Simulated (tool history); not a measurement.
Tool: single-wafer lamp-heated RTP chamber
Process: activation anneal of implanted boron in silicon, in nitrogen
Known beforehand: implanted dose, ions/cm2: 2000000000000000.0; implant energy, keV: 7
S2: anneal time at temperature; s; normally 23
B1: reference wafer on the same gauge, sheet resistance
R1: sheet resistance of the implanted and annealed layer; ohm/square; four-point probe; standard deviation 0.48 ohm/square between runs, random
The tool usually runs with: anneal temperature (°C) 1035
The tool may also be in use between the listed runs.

{"run": 1, "day": 0.0, "anneal temperature (°C)": 1035, "S2": 23, "B1": 85.29, "R1": 97.37}
{"run": 2, "day": 1.3, "anneal temperature (°C)": 1035, "S2": 23, "B1": 85.29, "R1": 97.72}
{"run": 3, "day": 3.083, "anneal temperature (°C)": 1035, "S2": 18, "B1": 85.4, "R1": 100.47}
{"day": 3.683, "done": "reflector plate cleaned"}
{"day": 4.738, "done": "pyrometer window cleaned and pyrometer calibrated"}
{"run": 4, "day": 5.225, "anneal temperature (°C)": 1035, "S2": 18, "B1": 85.28, "R1": 101.76}
{"run": 5, "day": 11.638, "anneal temperature (°C)": 1035, "S2": 16, "B1": 85.33, "R1": 103.8}
{"run": 6, "day": 13.383, "anneal temperature (°C)": 1035, "S2": 16, "B1": 85.03, "R1": 102.58}
{"run": 7, "day": 15.042, "anneal temperature (°C)": 1035, "S2": 16, "B1": 85.11, "R1": 102.99}
{"day": 15.988, "done": "pyrometer window cleaned and pyrometer calibrated"}
{"run": 8, "day": 16.529, "anneal temperature (°C)": 1020, "S2": 23, "B1": 85.27, "R1": 106.26}
{"run": 9, "day": 18.854, "anneal temperature (°C)": 1020, "S2": 23, "B1": 85.12, "R1": 106.45}
{"run": 10, "day": 21.092, "anneal temperature (°C)": 1035, "S2": 23, "B1": 85.11, "R1": 95.83}
{"day": 22.779, "done": "reflector plate cleaned"}
{"day": 23.671, "done": "gauge calibrated"}
{"day": 25.329, "done": "pyrometer window cleaned and pyrometer calibrated"}
{"run": 11, "day": 27.6, "anneal temperature (°C)": 1035, "S2": 23, "B1": 85.12, "R1": 97.66}
{"run": 12, "day": 30.196, "anneal temperature (°C)": 1035, "S2": 23, "B1": 85.19, "R1": 98.42}
{"run": 13, "day": 31.912, "anneal temperature (°C)": 1007, "S2": 32, "B1": 85.15, "R1": 111.54}
{"day": 33.971, "done": "pyrometer window cleaned and pyrometer calibrated"}
{"run": 14, "day": 34.512, "anneal temperature (°C)": 1008, "S2": 30, "B1": 85.28, "R1": 111.72}
{"run": 15, "day": 36.642, "anneal temperature (°C)": 1024, "S2": 13, "B1": 85.2, "R1": 111.48}
{"run": 16, "day": 39.375, "anneal temperature (°C)": 1035, "S2": 23, "B1": 85.24, "R1": 96.13}
{"day": 40.996, "done": "reflector plate cleaned"}
{"run": 17, "day": 41.742, "anneal temperature (°C)": 1035, "S2": 23, "B1": 84.99, "R1": 98.3}
{"day": 43.792, "done": "pyrometer window cleaned and pyrometer calibrated"}
{"run": 18, "day": 43.812, "anneal temperature (°C)": 1046, "S2": 20, "B1": 85.22, "R1": 93.63}
{"run": 19, "day": 44.946, "anneal temperature (°C)": 1035, "S2": 18, "B1": 85.15, "R1": 102.31}
{"run": 20, "day": 46.321, "anneal temperature (°C)": 1015, "S2": 9, "B1": 85.14, "R1": 121.88}
{"run": 21, "day": 47.6, "anneal temperature (°C)": 1061, "S2": 33, "B1": 85.1, "R1": 78.67}
{"run": 22, "day": 49.825, "anneal temperature (°C)": 1021, "S2": 23, "B1": 85.08, "R1": 107.53}

Predict each of these 5 candidate next runs independently; none follows another, all start after run 22:
{"run": "A", "day": 49.842, "anneal temperature (°C)": 1035, "S2": 23, "B1": "?", "R1": "?"}
{"run": "B", "day": 49.842, "anneal temperature (°C)": 1043, "S2": 33, "B1": "?", "R1": "?"}
{"run": "C", "day": 49.842, "anneal temperature (°C)": 1016, "S2": 29, "B1": "?", "R1": "?"}
{"run": "D", "day": 49.842, "anneal temperature (°C)": 1057, "S2": 12, "B1": "?", "R1": "?"}
{"run": "E", "day": 49.842, "anneal temperature (°C)": 1019, "S2": 18, "B1": "?", "R1": "?"}

run=A B1=85.2 R1=97.37
run=B B1=85.2 R1=86.83
run=C B1=85.2 R1=106.38
run=D B1=85.2 R1=94.53
run=E B1=85.2 R1=110.69
The same runs, with their run-to-run variation unchanged, on a tool lacking any hidden condition would have given:
run=A R1=98.37
run=B R1=87.77
run=C R1=107.39
run=D R1=95.41
run=E R1=111.63
